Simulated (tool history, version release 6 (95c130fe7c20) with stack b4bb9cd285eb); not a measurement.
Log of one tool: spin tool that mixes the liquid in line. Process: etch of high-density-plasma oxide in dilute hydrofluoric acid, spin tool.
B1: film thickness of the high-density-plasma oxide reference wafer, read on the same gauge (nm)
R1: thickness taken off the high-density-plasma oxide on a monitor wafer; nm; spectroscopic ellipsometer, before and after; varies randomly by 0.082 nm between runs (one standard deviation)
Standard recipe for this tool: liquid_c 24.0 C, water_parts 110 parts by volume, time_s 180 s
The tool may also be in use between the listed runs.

Run 1, hour 0.0: usual settings; B1 89.99. Result: R1 7.72 nm.
Run 2, hour 53.8: usual settings; B1 89.97. Result: R1 7.55 nm.
Run 3, hour 121.4: usual settings but water_parts 85 parts by volume; B1 90.03. Result: R1 10.09 nm.
Run 4, hour 151.2: usual settings but water_parts 125 parts by volume; B1 90.00. Result: R1 6.35 nm.
Run 5, hour 218.6: usual settings but liquid_c 21.0 C; B1 89.99. Result: R1 6.40 nm.
Run 6, hour 283.4: usual settings but liquid_c 21.0 C; B1 90.05. Result: R1 6.46 nm.
Run 7, hour 310.2: usual settings; B1 90.04. Result: R1 7.04 nm.
Run 8, hour 357.4: usual settings but time_s 250 s; B1 90.03. Result: R1 9.67 nm.
Run 9, hour 387.3: usual settings but time_s 250 s; B1 89.98. Result: R1 10.71 nm.
Run 10, hour 445.1: usual settings but time_s 155 s; B1 89.99. Result: R1 6.60 nm.
Run 11, hour 483.2: usual settings but time_s 155 s; B1 89.96. Result: R1 6.44 nm.
Run 12, hour 543.9: usual settings but time_s 155 s; B1 90.05. Result: R1 6.48 nm.
Run 13, hour 615.2: usual settings but water_parts 130 parts by volume; B1 89.98. Result: R1 6.15 nm.
Run 14, hour 679.0: usual settings but water_parts 130 parts by volume; B1 89.96. Result: R1 5.98 nm.
Run 15, hour 709.9: usual settings but water_parts 150 parts by volume, time_s 125 s; B1 90.03. Result: R1 3.53 nm.
Run 16, hour 774.1: usual settings but liquid_c 22.5 C, water_parts 65 parts by volume, time_s 215 s; B1 89.98. Result: R1 15.60 nm.
Run 17, hour 838.0: usual settings but time_s 235 s; B1 90.03. Result: R1 10.15 nm.
Run 18, hour 907.2: usual settings but time_s 250 s; B1 90.01. Result: R1 10.58 nm.
Run 19, hour 944.1: usual settings; B1 90.03. Result: R1 7.62 nm.
Run 20, hour 1097.5: usual settings; B1 89.97. Result: R1 7.74 nm.
Run 21, hour 1137.2: usual settings but liquid_c 22.5 C, water_parts 165 parts by volume, time_s 240 s; B1 89.98. Result: R1 6.03 nm.
Run 22, hour 1165.0: usual settings but time_s 245 s; B1 90.00. Result: R1 10.49 nm.
Run 23, hour 1228.3: usual settings but water_parts 75 parts by volume; B1 90.02. Result: R1 11.71 nm.
Run 24, hour 1265.3: usual settings but liquid_c 22.5 C, water_parts 65 parts by volume; B1 89.98. Result: R1 12.65 nm.
Run 25, hour 1311.8: usual settings; B1 90.00. Result: R1 7.58 nm.
Run 26, hour 1372.9: usual settings but time_s 75 s; B1 90.04. Result: R1 3.11 nm.
Run 27, hour 1444.3: usual settings; B1 90.06. Result: R1 7.35 nm.
Run 28, hour 1508.1: usual settings but time_s 260 s; B1 89.98. Result: R1 10.45 nm.

Withheld: 5 entries from between the runs. Position of each, and hidden state at the listed run before versus the listed run after:
Run 2 -> run 3: gauge calibrated (hour 77.5)
  liquid colder than its thermometer reads (K): 1.06 -> 1.19; hydrofluoric acid flow below the setpoint (%): 4.46 -> 5.03
  measured minus no-state result, R1: -0.74 -> -1.12 nm
Run 8 -> run 9: hydrofluoric acid flow meter replaced (hour 363.8)
  liquid colder than its thermometer reads (K): 1.65 -> 1.71; hydrofluoric acid flow below the setpoint (%): 7.01 -> 0.535
  measured minus no-state result, R1: -1.54 -> -0.82 nm
Run 15 -> run 16: thermometer replaced (hour 740.3)
  liquid colder than its thermometer reads (K): 2.35 -> 0.196; hydrofluoric acid flow below the setpoint (%): 3.25 -> 3.79
  measured minus no-state result, R1: -0.49 -> -0.80 nm
Run 18 -> run 19: gauge calibrated (hour 939.2)
  liquid colder than its thermometer reads (K): 0.458 -> 0.53; hydrofluoric acid flow below the setpoint (%): 4.91 -> 5.22
  measured minus no-state result, R1: -0.83 -> -0.65 nm
Run 19 -> run 20: hydrofluoric acid flow meter replaced (hour 965.8)
  liquid colder than its thermometer reads (K): 0.53 -> 0.831; hydrofluoric acid flow below the setpoint (%): 5.22 -> 2.26
  measured minus no-state result, R1: -0.65 -> -0.46 nm

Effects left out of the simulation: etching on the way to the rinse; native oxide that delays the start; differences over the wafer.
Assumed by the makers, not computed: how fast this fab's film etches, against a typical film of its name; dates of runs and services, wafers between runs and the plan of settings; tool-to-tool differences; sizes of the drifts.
